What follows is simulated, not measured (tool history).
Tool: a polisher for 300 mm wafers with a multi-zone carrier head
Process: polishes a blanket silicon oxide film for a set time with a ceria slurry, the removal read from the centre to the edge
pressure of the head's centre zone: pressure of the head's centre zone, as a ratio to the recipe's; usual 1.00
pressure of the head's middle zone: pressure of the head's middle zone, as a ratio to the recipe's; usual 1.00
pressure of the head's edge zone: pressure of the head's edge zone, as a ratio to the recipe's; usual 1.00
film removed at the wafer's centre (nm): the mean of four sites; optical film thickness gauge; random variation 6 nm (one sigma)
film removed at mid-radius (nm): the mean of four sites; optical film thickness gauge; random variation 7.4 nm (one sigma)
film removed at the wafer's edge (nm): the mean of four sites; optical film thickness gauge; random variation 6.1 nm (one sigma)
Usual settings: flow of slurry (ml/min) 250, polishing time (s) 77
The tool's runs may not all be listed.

| run | hour | flow of slurry (ml/min) | pressure of the head's centre zone | pressure of the head's middle zone | pressure of the head's edge zone | polishing time (s) | incoming thickness of the incoming film, nm | film removed at the wafer's centre (nm) | film removed at mid-radius (nm) | film removed at the wafer's edge (nm) |
|---|---|---|---|---|---|---|---|---|---|---|
| 1 | 0.0 | 250 | 1.00 | 1.00 | 0.93 | 77 | 1334.2 | 509.5 | 494.7 | 489.1 |
|  | 28.2 | worn pad replaced by a new one |
| 2 | 145.4 | 250 | 1.00 | 1.00 | 0.93 | 77 | 1329.6 | 497.0 | 486.1 | 485.4 |
| 3 | 208.0 | 250 | 1.00 | 1.00 | 1.00 | 77 | 1345.0 | 487.6 | 494.6 | 485.9 |
| 4 | 238.2 | 250 | 1.00 | 1.00 | 1.00 | 77 | 1343.7 | 488.7 | 477.2 | 495.4 |
|  | 243.9 | edge zone pressure recalibrated |
|  | 283.7 | worn pad replaced by a new one |
|  | 316.6 | slurry nozzle cleaned |
|  | 404.2 | carrier head's membrane replaced by a new one |
| 5 | 445.2 | 250 | 1.00 | 1.00 | 1.00 | 77 | 1326.3 | 514.7 | 504.2 | 502.4 |
| 6 | 483.5 | 250 | 1.00 | 1.00 | 1.00 | 77 | 1346.2 | 500.1 | 497.0 | 509.3 |
| 7 | 514.0 | 250 | 1.00 | 1.00 | 1.00 | 77 | 1358.0 | 516.0 | 504.7 | 504.2 |
| 8 | 551.3 | 250 | 1.00 | 1.00 | 1.00 | 77 | 1338.2 | 511.4 | 514.3 | 496.3 |
|  | 586.9 | worn pad replaced by a new one |
| 9 | 605.1 | 250 | 1.00 | 1.00 | 1.00 | 77 | 1341.8 | 508.3 | 513.4 | 506.1 |
|  | 628.8 | edge zone pressure recalibrated |
| 10 | 636.0 | 250 | 1.00 | 1.00 | 1.00 | 77 | 1362.8 | 513.7 | 495.0 | 507.3 |
|  | 649.2 | centre zone pressure recalibrated |
| 11 | 722.4 | 250 | 1.00 | 1.00 | 1.00 | 77 | 1359.1 | 490.3 | 500.0 | 503.8 |
| 12 | 769.3 | 315 | 1.00 | 1.00 | 0.90 | 77 | 1322.0 | 515.3 | 513.1 | 491.0 |
|  | 824.4 | worn pad replaced by a new one |
| 13 | 833.8 | 280 | 1.09 | 1.00 | 1.07 | 77 | 1337.9 | 555.1 | 490.4 | 523.2 |
| 14 | 861.6 | 285 | 1.00 | 1.00 | 0.96 | 97 | 1324.0 | 632.7 | 625.2 | 617.6 |
| 15 | 903.4 | 195 | 1.00 | 1.00 | 0.90 | 66 | 1345.8 | 402.0 | 403.4 | 384.2 |
|  | 962.0 | slurry nozzle cleaned |
| 16 | 965.5 | 250 | 1.00 | 1.00 | 1.03 | 77 | 1325.4 | 514.5 | 521.6 | 526.0 |
| 17 | 995.7 | 200 | 0.95 | 1.00 | 1.00 | 63 | 1363.3 | 391.2 | 418.0 | 406.6 |
|  | 1026.3 | edge zone pressure recalibrated |
| 18 | 1062.9 | 250 | 1.00 | 1.09 | 1.00 | 77 | 1325.6 | 503.0 | 555.4 | 517.7 |
|  | 1110.5 | worn pad replaced by a new one |
| 19 | 1112.8 | 250 | 1.00 | 0.89 | 1.00 | 77 | 1334.2 | 529.9 | 479.0 | 509.3 |
| 20 | 1161.0 | 250 | 1.05 | 1.06 | 1.07 | 58 | 1344.2 | 409.7 | 398.4 | 395.9 |
| 21 | 1207.8 | 285 | 1.00 | 1.00 | 0.96 | 97 | 1320.8 | 649.6 | 647.8 | 635.1 |
| 22 | 1266.2 | 250 | 1.00 | 1.00 | 1.00 | 77 | 1322.8 | 498.4 | 504.1 | 510.8 |
| 23 | 1334.1 | 250 | 1.00 | 1.00 | 1.00 | 77 | 1336.8 | 501.6 | 490.3 | 508.6 |

Forecast each of these 3 alternatives for the next run:
| A | 1334.5 | 250 | 1.00 | 1.00 | 1.00 | 58 | 1328.1 | ? | ? | ? |
| B | 1334.5 | 250 | 1.08 | 1.00 | 1.09 | 97 | 1328.1 | ? | ? | ? |
| C | 1334.5 | 250 | 1.00 | 0.95 | 1.00 | 77 | 1328.1 | ? | ? | ? |

| run | film removed at the wafer's centre (nm) | film removed at mid-radius (nm) | film removed at the wafer's edge (nm) |
|---|---|---|---|
| A | 386.2 | 384.6 | 381.1 |
| B | 698.0 | 642.9 | 665.0 |
| C | 512.6 | 492.8 | 506.2 |
Without the tool's hidden state the same runs would have given:
| run | film removed at the wafer's centre (nm) | film removed at mid-radius (nm) | film removed at the wafer's edge (nm) |
|---|---|---|---|
| A | 400.8 | 397.6 | 390.7 |
| B | 724.3 | 664.6 | 681.7 |
| C | 531.9 | 509.4 | 518.9 |
